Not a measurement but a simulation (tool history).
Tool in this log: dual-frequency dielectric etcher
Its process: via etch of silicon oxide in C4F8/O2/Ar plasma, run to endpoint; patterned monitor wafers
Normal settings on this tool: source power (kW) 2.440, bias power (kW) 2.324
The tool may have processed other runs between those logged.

run,hour,source power (kW),bias power (kW),wafers since the last listed run,hours since the last wet clean,hours since the last source power generator calibration,hours since the last bias power generator calibration,hours since the last upper electrode change,"incoming incoming film thickness, nm",endpoint time (s)
1,0.0,2.440,2.324,0,330.5,3297.8,759.7,3095.2,1798.1,301.9
2,48.7,2.440,2.324,197,379.2,3346.5,808.4,3143.9,1834.6,308.4
# hour 139.9: wet clean of the chamber
3,155.4,2.440,2.324,336,15.5,3453.2,915.1,3250.6,1801.1,294.0
4,233.6,2.440,2.324,317,93.7,3531.4,993.3,3328.8,1814.3,297.5
5,294.4,2.440,2.324,247,154.5,3592.2,1054.1,3389.6,1809.4,295.3
6,423.5,2.440,2.324,524,283.6,3721.3,1183.2,3518.7,1827.0,303.3
7,476.5,2.440,2.324,215,336.6,3774.3,1236.2,3571.7,1838.2,309.0
# hour 587.1: wet clean of the chamber
8,587.6,2.440,2.324,353,0.5,3885.4,1347.3,3682.8,1810.2,296.0
9,624.7,2.170,2.596,150,37.6,3922.5,1384.4,3719.9,1808.9,307.1
# hour 629.0: bias power generator calibrated
10,706.3,2.170,2.596,315,119.2,4004.1,77.3,3801.5,1819.2,307.3
11,809.4,2.440,2.324,418,222.3,4107.2,180.4,3904.6,1824.2,301.0
12,865.6,2.440,2.324,228,278.5,4163.4,236.6,3960.8,1815.2,301.9
13,904.9,2.040,2.174,159,317.8,4202.7,275.9,4000.1,1809.8,335.0
# hour 994.6: wet clean of the chamber
14,1012.2,2.440,2.324,338,17.6,4310.0,383.2,4107.4,1810.3,296.2
15,1094.8,1.980,1.800,335,100.2,4392.6,465.8,4190.0,1815.6,353.1
# hour 1151.4: source power generator calibrated
16,1192.3,2.770,2.163,379,197.7,40.9,563.3,4287.5,1815.2,288.4
# hour 1219.7: upper electrode replaced
17,1270.3,2.210,2.761,219,275.7,118.9,641.3,50.6,1836.0,310.4
18,1340.1,2.170,2.596,283,345.5,188.7,711.1,120.4,1809.0,310.9
19,1417.9,2.910,2.092,316,423.3,266.5,788.9,198.2,1815.4,291.4
20,1460.8,2.860,2.171,174,466.2,309.4,831.8,241.1,1807.5,285.3
# hour 1500.8: wet clean of the chamber
21,1518.2,2.130,2.010,135,17.4,366.8,889.2,298.5,1817.5,328.5
22,1566.3,2.600,2.596,195,65.5,414.9,937.3,346.6,1817.1,282.0
23,1621.0,2.240,1.788,222,120.2,469.6,992.0,401.3,1830.1,336.6
24,1672.3,2.440,2.324,208,171.5,520.9,1043.3,452.6,1810.2,298.4
25,1712.9,3.000,2.755,164,212.1,561.5,1083.9,493.2,1816.7,260.5
26,1793.5,2.950,2.798,327,292.7,642.1,1164.5,573.8,1816.0,261.8

Hidden state or all else? Some run-to-run changes of endpoint time (s), split into what the settings, what came in and random variation would give without the hidden state, and what is left for the hidden state (with any gauge scatter that isn't in both results):
What the log doesn't record here: etch rate over this chamber's usual, %; source power that arrives over what is set, %; bias power that arrives over what is set, %.
Run 2 -> 3: wet clean of the chamber. endpoint time (s) -14.4: hidden state -9.1, all else -5.3.
Run 14 -> 15: source power (kW) 2.440 -> 1.980, bias power (kW) 2.324 -> 1.800. endpoint time (s) +56.9: hidden state +2.6, all else +54.3.
Run 15 -> 16: source power (kW) 1.980 -> 2.770, bias power (kW) 1.800 -> 2.163, source power generator calibrated. endpoint time (s) -64.7: hidden state +1.5, all else -66.2.
Run 20 -> 21: source power (kW) 2.860 -> 2.130, bias power (kW) 2.171 -> 2.010, wet clean of the chamber. endpoint time (s) +43.2: hidden state -11.4, all else +54.6.
